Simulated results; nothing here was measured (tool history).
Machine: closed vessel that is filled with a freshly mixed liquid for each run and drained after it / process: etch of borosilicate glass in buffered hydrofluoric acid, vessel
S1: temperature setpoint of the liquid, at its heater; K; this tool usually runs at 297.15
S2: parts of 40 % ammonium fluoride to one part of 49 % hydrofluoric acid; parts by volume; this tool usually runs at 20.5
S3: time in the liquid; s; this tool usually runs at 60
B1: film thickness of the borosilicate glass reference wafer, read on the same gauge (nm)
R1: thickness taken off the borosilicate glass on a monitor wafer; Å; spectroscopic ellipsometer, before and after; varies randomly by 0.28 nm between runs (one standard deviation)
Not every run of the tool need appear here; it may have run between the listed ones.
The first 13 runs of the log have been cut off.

run	hour	S1	S2	S3	B1	R1
# hour 334.9: hydrofluoric acid flow meter replaced
14	367.1	297.15	20.5	60	30.02	358.5
15	382.7	301.65	14.5	40	30.01	424.5
# hour 400.8: thermometer replaced
16	412.4	299.15	14.5	80	30.00	697.7
17	439.1	292.65	26.0	90	30.00	341.9
18	464.5	298.65	27.0	60	29.97	306.5
19	543.3	297.15	20.5	60	30.00	343.3
20	571.0	297.15	20.5	60	29.95	337.9
21	583.4	294.15	23.5	80	29.99	347.4
22	677.8	294.15	15.0	95	30.00	616.0
23	694.3	297.15	20.5	60	29.98	340.6

What does the tool deliver on the next run?
24	727.4	299.65	14.5	60	?	?

B1: 29.98
R1: 539.8 Å
On a tool with no hidden condition, and with the same random variation, this run would have come out at R1 546.3 Å.
